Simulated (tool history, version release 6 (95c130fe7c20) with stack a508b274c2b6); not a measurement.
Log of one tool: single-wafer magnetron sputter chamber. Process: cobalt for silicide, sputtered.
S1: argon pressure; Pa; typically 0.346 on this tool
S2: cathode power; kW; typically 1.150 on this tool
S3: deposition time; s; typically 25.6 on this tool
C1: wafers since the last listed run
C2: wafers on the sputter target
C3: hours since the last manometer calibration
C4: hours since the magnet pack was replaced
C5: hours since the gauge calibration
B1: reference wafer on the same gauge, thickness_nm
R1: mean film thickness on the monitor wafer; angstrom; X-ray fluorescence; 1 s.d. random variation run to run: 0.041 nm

run    hour     S1     S2    S3    C1    C2      C3      C4      C5      B1      R1
  1     0.0  0.346  1.150  29.6     0  1392  1081.1  6968.0   270.7  14.088  168.96
  2    71.0  0.346  1.150  25.6   949  2342  1152.1  7039.0   341.7  14.094  146.06
  3   117.8  0.346  1.150  25.6   625  2967  1198.9  7085.8   388.5  14.104  146.16
  4   171.7  0.346  1.150  25.6   720  3688  1252.8  7139.7   442.4  14.113  145.80
  5   211.0  0.415  1.150  25.6   525  4213  1292.1  7179.0   481.7  14.109  142.47
      299.8  -- sputter target and shields replaced
  6   439.3  0.415  1.150  25.6  2945  1865  1520.4  7407.3   710.0  14.100  144.03
  7   515.9  0.415  1.150  25.6  1024  2889  1597.0  7483.9   786.6  14.109  144.07
  8   588.2  0.346  1.150  25.6   966  3856  1669.3  7556.2   858.9  14.099  145.17
      645.0  -- sputter target and shields replaced
  9   662.7  0.346  1.150  25.6   889   236  1743.8  7630.7   933.4  14.101  147.01
      674.7  -- capacitance manometer re-zeroed and calibrated
 10   759.7  0.433  1.150  23.2  1189  1426    85.0  7727.7  1030.4  14.097  127.15
 11   824.9  0.433  1.150  23.2   871  2297   150.2  7792.9  1095.6  14.109  127.07
      848.7  -- magnet pack replaced
 12   874.5  0.346  1.150  25.6   556  2854   199.8    25.8  1145.2  14.099  144.12
      897.4  -- gauge calibrated
 13   915.0  0.346  1.450  25.6   541  3395   240.3    66.3    17.6  14.100  180.75
      981.2  -- sputter target and shields replaced
 14  1014.8  0.346  1.150  29.6  1227   448   340.1   166.1   117.4  14.099  168.64
 15  1077.4  0.346  1.250  25.6   836  1285   402.7   228.7   180.0  14.104  158.35
 16  1141.5  0.286  1.150  21.1   857  2142   466.8   292.8   244.1  14.102  122.39
 17  1236.8  0.276  0.900  23.7  1274  3416   562.1   388.1   339.4  14.105  106.82

For run 18, what comes out?
     1298.0  -- sputter target and shields replaced
 18  1298.5  0.346  1.150  25.6  717   6  623.8  449.8  401.1   ?   ?

{"run 18": {"B1": 14.104, "R1": 145.29}}
Were there no unlogged condition in the tool, this run, its random variation unchanged, would have produced R1 143.89 angstrom.
